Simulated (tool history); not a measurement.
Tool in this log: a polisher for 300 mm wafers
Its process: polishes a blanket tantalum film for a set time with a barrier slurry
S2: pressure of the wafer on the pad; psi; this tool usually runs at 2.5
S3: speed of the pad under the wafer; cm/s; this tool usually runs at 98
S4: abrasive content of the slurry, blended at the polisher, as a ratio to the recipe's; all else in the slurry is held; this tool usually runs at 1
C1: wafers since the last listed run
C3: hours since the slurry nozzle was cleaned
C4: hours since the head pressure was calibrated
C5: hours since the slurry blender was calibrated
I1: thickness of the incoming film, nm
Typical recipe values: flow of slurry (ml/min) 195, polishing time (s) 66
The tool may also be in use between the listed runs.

run 1 hour=0 | flow_of_slurry_(ml/min)=195 S2=2.5 S3=98 S4=1 polishing_time_(s)=66 | C1=0 wafers_polished_on_this_pad=4351 C3=37.3 C4=302 C5=184.5 | I1=407.1 | film_removed_(nm)=141.8
run 2 hour=47.5 | flow_of_slurry_(ml/min)=195 S2=2.5 S3=98 S4=1 polishing_time_(s)=66 | C1=451 wafers_polished_on_this_pad=4802 C3=84.8 C4=349.5 C5=232 | I1=412.6 | film_removed_(nm)=139.7
run 3 hour=84.9 | flow_of_slurry_(ml/min)=195 S2=2.5 S3=98 S4=1 polishing_time_(s)=66 | C1=355 wafers_polished_on_this_pad=5157 C3=122.2 C4=386.9 C5=269.4 | I1=405.9 | film_removed_(nm)=138.3
-- hour=99.7 worn pad replaced by a new one
run 4 hour=187 | flow_of_slurry_(ml/min)=195 S2=2.5 S3=98 S4=1 polishing_time_(s)=66 | C1=932 wafers_polished_on_this_pad=829 C3=224.3 C4=489 C5=371.5 | I1=410.1 | film_removed_(nm)=136.7
run 5 hour=249.1 | flow_of_slurry_(ml/min)=195 S2=2.5 S3=98 S4=1 polishing_time_(s)=66 | C1=590 wafers_polished_on_this_pad=1419 C3=286.4 C4=551.1 C5=433.6 | I1=408.4 | film_removed_(nm)=131.6
run 6 hour=298.8 | flow_of_slurry_(ml/min)=195 S2=2.5 S3=98 S4=1 polishing_time_(s)=66 | C1=472 wafers_polished_on_this_pad=1892 C3=336.1 C4=600.8 C5=483.3 | I1=410.5 | film_removed_(nm)=127.3
-- hour=314.3 slurry blender recalibrated
run 7 hour=380.1 | flow_of_slurry_(ml/min)=195 S2=2.5 S3=98 S4=0.85 polishing_time_(s)=66 | C1=753 wafers_polished_on_this_pad=2645 C3=417.4 C4=682.1 C5=65.8 | I1=408.7 | film_removed_(nm)=137.8
run 8 hour=455.3 | flow_of_slurry_(ml/min)=195 S2=2.5 S3=76 S4=1 polishing_time_(s)=66 | C1=714 wafers_polished_on_this_pad=3360 C3=492.6 C4=757.3 C5=141 | I1=404.3 | film_removed_(nm)=113.4
-- hour=491.7 slurry nozzle cleaned
run 9 hour=505.2 | flow_of_slurry_(ml/min)=195 S2=2.5 S3=76 S4=1 polishing_time_(s)=66 | C1=464 wafers_polished_on_this_pad=3824 C3=13.5 C4=807.2 C5=190.9 | I1=410.9 | film_removed_(nm)=112.6
-- hour=540.6 worn pad replaced by a new one
run 10 hour=565.6 | flow_of_slurry_(ml/min)=195 S2=2.5 S3=76 S4=1 polishing_time_(s)=66 | C1=535 wafers_polished_on_this_pad=237 C3=73.9 C4=867.6 C5=251.3 | I1=407.8 | film_removed_(nm)=112.8
run 11 hour=607.2 | flow_of_slurry_(ml/min)=195 S2=2.1 S3=98 S4=1 polishing_time_(s)=66 | C1=395 wafers_polished_on_this_pad=632 C3=115.5 C4=909.2 C5=292.9 | I1=410.1 | film_removed_(nm)=119.1
run 12 hour=690.2 | flow_of_slurry_(ml/min)=265 S2=1.6 S3=84 S4=0.8 polishing_time_(s)=66 | C1=788 wafers_polished_on_this_pad=1421 C3=198.5 C4=992.2 C5=375.9 | I1=405.7 | film_removed_(nm)=73.3
run 13 hour=765 | flow_of_slurry_(ml/min)=265 S2=2.5 S3=114 S4=1 polishing_time_(s)=48 | C1=710 wafers_polished_on_this_pad=2131 C3=273.3 C4=1067 C5=450.7 | I1=407 | film_removed_(nm)=112.2
-- hour=805.2 slurry blender recalibrated
run 14 hour=805.7 | flow_of_slurry_(ml/min)=195 S2=2 S3=98 S4=1 polishing_time_(s)=84 | C1=367 wafers_polished_on_this_pad=2499 C3=314 C4=1107.7 C5=0.5 | I1=418.9 | film_removed_(nm)=141.9
run 15 hour=865.5 | flow_of_slurry_(ml/min)=195 S2=2.5 S3=130 S4=0.85 polishing_time_(s)=53 | C1=568 wafers_polished_on_this_pad=3067 C3=373.8 C4=1167.5 C5=60.3 | I1=409.6 | film_removed_(nm)=138.3
run 16 hour=944 | flow_of_slurry_(ml/min)=150 S2=2.5 S3=98 S4=1 polishing_time_(s)=66 | C1=745 wafers_polished_on_this_pad=3813 C3=452.3 C4=1246 C5=138.8 | I1=402.9 | film_removed_(nm)=136.5
-- hour=955.2 slurry nozzle cleaned
-- hour=992.7 head pressure recalibrated
-- hour=1041.5 worn pad replaced by a new one
run 17 hour=1042.6 | flow_of_slurry_(ml/min)=195 S2=3 S3=98 S4=1 polishing_time_(s)=52 | C1=870 wafers_polished_on_this_pad=10 C3=87.4 C4=49.9 C5=237.4 | I1=410.3 | film_removed_(nm)=128
run 18 hour=1079.6 | flow_of_slurry_(ml/min)=195 S2=2.5 S3=98 S4=1 polishing_time_(s)=66 | C1=351 wafers_polished_on_this_pad=361 C3=124.4 C4=86.9 C5=274.4 | I1=413.7 | film_removed_(nm)=137.4
run 19 hour=1161.2 | flow_of_slurry_(ml/min)=195 S2=2.5 S3=98 S4=1 polishing_time_(s)=66 | C1=775 wafers_polished_on_this_pad=1136 C3=206 C4=168.5 C5=356 | I1=416 | film_removed_(nm)=133.7
run 20 hour=1220.9 | flow_of_slurry_(ml/min)=195 S2=2.5 S3=114 S4=1 polishing_time_(s)=77 | C1=567 wafers_polished_on_this_pad=1704 C3=265.7 C4=228.2 C5=415.7 | I1=403.6 | film_removed_(nm)=172.4
run 21 hour=1313.6 | flow_of_slurry_(ml/min)=195 S2=2.5 S3=110 S4=1 polishing_time_(s)=66 | C1=880 wafers_polished_on_this_pad=2585 C3=358.4 C4=320.9 C5=508.4 | I1=402.5 | film_removed_(nm)=134.5
-- hour=1394 slurry blender recalibrated
run 22 hour=1398.2 | flow_of_slurry_(ml/min)=195 S2=2.5 S3=66 S4=1 polishing_time_(s)=66 | C1=784 wafers_polished_on_this_pad=3369 C3=443 C4=405.5 C5=4.2 | I1=414.7 | film_removed_(nm)=102.7
-- hour=1415.1 slurry nozzle cleaned
run 23 hour=1493.2 | flow_of_slurry_(ml/min)=195 S2=2.1 S3=98 S4=1 polishing_time_(s)=66 | C1=893 wafers_polished_on_this_pad=4263 C3=78.1 C4=500.5 C5=99.2 | I1=409 | film_removed_(nm)=116.9
-- hour=1535.2 worn pad replaced by a new one
run 24 hour=1574.2 | flow_of_slurry_(ml/min)=195 S2=2.5 S3=108 S4=1 polishing_time_(s)=66 | C1=731 wafers_polished_on_this_pad=370 C3=159.1 C4=581.5 C5=180.2 | I1=408.6 | film_removed_(nm)=152.8
run 25 hour=1633.3 | flow_of_slurry_(ml/min)=195 S2=2.5 S3=98 S4=1 polishing_time_(s)=66 | C1=561 wafers_polished_on_this_pad=931 C3=218.2 C4=640.6 C5=239.3 | I1=415.5 | film_removed_(nm)=141.6
run 26 hour=1702.1 | flow_of_slurry_(ml/min)=195 S2=2.5 S3=98 S4=1 polishing_time_(s)=66 | C1=653 wafers_polished_on_this_pad=1585 C3=287 C4=709.4 C5=308.1 | I1=409.9 | film_removed_(nm)=139
run 27 hour=1802.6 | flow_of_slurry_(ml/min)=195 S2=2.5 S3=114 S4=1 polishing_time_(s)=77 | C1=954 wafers_polished_on_this_pad=2540 C3=387.5 C4=809.9 C5=408.6 | I1=417.1 | film_removed_(nm)=178
run 28 hour=1875.4 | flow_of_slurry_(ml/min)=265 S2=2.5 S3=98 S4=1 polishing_time_(s)=66 | C1=691 wafers_polished_on_this_pad=3232 C3=460.3 C4=882.7 C5=481.4 | I1=405.5 | film_removed_(nm)=134
-- hour=1882.5 slurry blender recalibrated
run 29 hour=1965.6 | flow_of_slurry_(ml/min)=195 S2=2.5 S3=74 S4=1 polishing_time_(s)=66 | C1=838 wafers_polished_on_this_pad=4070 C3=550.5 C4=972.9 C5=83.1 | I1=410.3 | film_removed_(nm)=113.3
-- hour=1979.9 slurry nozzle cleaned
run 30 hour=2064.6 | flow_of_slurry_(ml/min)=195 S2=2.5 S3=76 S4=1 polishing_time_(s)=66 | C1=931 wafers_polished_on_this_pad=5001 C3=84.7 C4=1071.9 C5=182.1 | I1=417.8 | film_removed_(nm)=113.5

How would selected steps in film removed (nm) from run to run divide? Give the signed amount a tool lacking its hidden state would still show from settings, what came in and random variation, and the signed amount left for the hidden state, including any gauge scatter that is not in both of the compared results.
Hidden state at play: removal rate lost through wear of the pad, %; slurry flow missing at the pad, %; deviation of the head's pressure from its setpoint, %; abrasive missing from the slurry, %.
Run 6 -> 7: S4 1 -> 0.85, slurry blender recalibrated. film removed (nm) +10.5: hidden state +13.9, all else -3.4.
Run 11 -> 12: flow of slurry (ml/min) 195 -> 265, S2 2.1 -> 1.6, S3 98 -> 84, S4 1 -> 0.8. film removed (nm) -45.8: hidden state -0.9, all else -44.9.
Run 21 -> 22: S3 110 -> 66, slurry blender recalibrated. film removed (nm) -31.8: hidden state +20.9, all else -52.7.
Run 26 -> 27: S3 98 -> 114, polishing time (s) 66 -> 77. film removed (nm) +39: hidden state -7.9, all else +46.9.
Run 27 -> 28: flow of slurry (ml/min) 195 -> 265, S3 114 -> 98, polishing time (s) 77 -> 66. film removed (nm) -44: hidden state -1.9, all else -42.1.
Run 28 -> 29: flow of slurry (ml/min) 265 -> 195, S3 98 -> 74, slurry blender recalibrated. film removed (nm) -20.7: hidden state +14.5, all else -35.2.

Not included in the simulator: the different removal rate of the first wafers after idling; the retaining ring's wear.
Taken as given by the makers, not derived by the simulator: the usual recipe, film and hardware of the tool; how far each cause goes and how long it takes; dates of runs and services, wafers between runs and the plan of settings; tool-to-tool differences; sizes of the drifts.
